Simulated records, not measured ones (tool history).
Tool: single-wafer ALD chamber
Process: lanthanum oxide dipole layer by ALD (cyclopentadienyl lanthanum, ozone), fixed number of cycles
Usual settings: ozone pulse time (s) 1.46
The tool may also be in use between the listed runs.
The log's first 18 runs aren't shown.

| run | day | ozone pulse time (s) | wafers since the last listed run | hours since the last thermocouple change | hours since the last ozone generator service | hours since the showerhead was replaced | hours since the gauge calibration | read-back reference wafer on the same gauge, thickness_nm | mean film thickness on the monitor wafer (nm) |
|---|---|---|---|---|---|---|---|---|---|
| 19 | 17.275 | 1.65 | 123 | 1397.8 | 63.3 | 2853.7 | 686.0 | 0.629 | 0.603 |
|  | 17.704 | thermocouple changed; heater temperature recalibrated |
| 20 | 18.717 | 2.00 | 234 | 24.3 | 97.9 | 2888.3 | 720.6 | 0.627 | 0.615 |
|  | 18.900 | gauge calibrated |
| 21 | 19.938 | 1.67 | 258 | 53.6 | 127.2 | 2917.6 | 24.9 | 0.648 | 0.622 |
| 22 | 21.033 | 1.05 | 231 | 79.9 | 153.5 | 2943.9 | 51.2 | 0.649 | 0.553 |
| 23 | 22.412 | 1.78 | 291 | 113.0 | 186.6 | 2977.0 | 84.3 | 0.648 | 0.624 |
| 24 | 24.317 | 1.46 | 402 | 158.7 | 232.3 | 3022.7 | 130.0 | 0.647 | 0.608 |
| 25 | 24.892 | 1.74 | 121 | 172.5 | 246.1 | 3036.5 | 143.8 | 0.648 | 0.627 |
| 26 | 26.042 | 1.46 | 243 | 200.1 | 273.7 | 3064.1 | 171.4 | 0.647 | 0.606 |
| 27 | 27.221 | 1.46 | 249 | 228.4 | 302.0 | 3092.4 | 199.7 | 0.648 | 0.604 |
|  | 28.242 | showerhead replaced |
| 28 | 28.262 | 1.14 | 149 | 253.4 | 327.0 | 0.5 | 224.7 | 0.647 | 0.569 |
| 29 | 28.846 | 1.98 | 123 | 267.4 | 341.0 | 14.5 | 238.7 | 0.647 | 0.636 |
| 30 | 29.721 | 1.10 | 185 | 288.4 | 362.0 | 35.5 | 259.7 | 0.646 | 0.564 |
| 31 | 30.521 | 1.46 | 169 | 307.6 | 381.2 | 54.7 | 278.9 | 0.646 | 0.606 |
| 32 | 31.579 | 1.00 | 223 | 333.0 | 406.6 | 80.1 | 304.3 | 0.645 | 0.540 |
| 33 | 35.721 | 1.87 | 876 | 432.4 | 506.0 | 179.5 | 403.7 | 0.642 | 0.621 |

Forecast each of these 3 alternatives for the next run:
| A | 35.738 | 0.95 | 3 | 432.8 | 506.4 | 179.9 | 404.1 | ? | ? |
| B | 35.738 | 1.76 | 3 | 432.8 | 506.4 | 179.9 | 404.1 | ? | ? |
| C | 35.738 | 1.09 | 3 | 432.8 | 506.4 | 179.9 | 404.1 | ? | ? |

| run | read-back reference wafer on the same gauge, thickness_nm | mean film thickness on the monitor wafer (nm) |
|---|---|---|
| A | 0.643 | 0.523 |
| B | 0.643 | 0.617 |
| C | 0.643 | 0.554 |
Without the tool's hidden state the same runs would have given:
| run | mean film thickness on the monitor wafer (nm) |
|---|---|
| A | 0.529 |
| B | 0.625 |
| C | 0.560 |
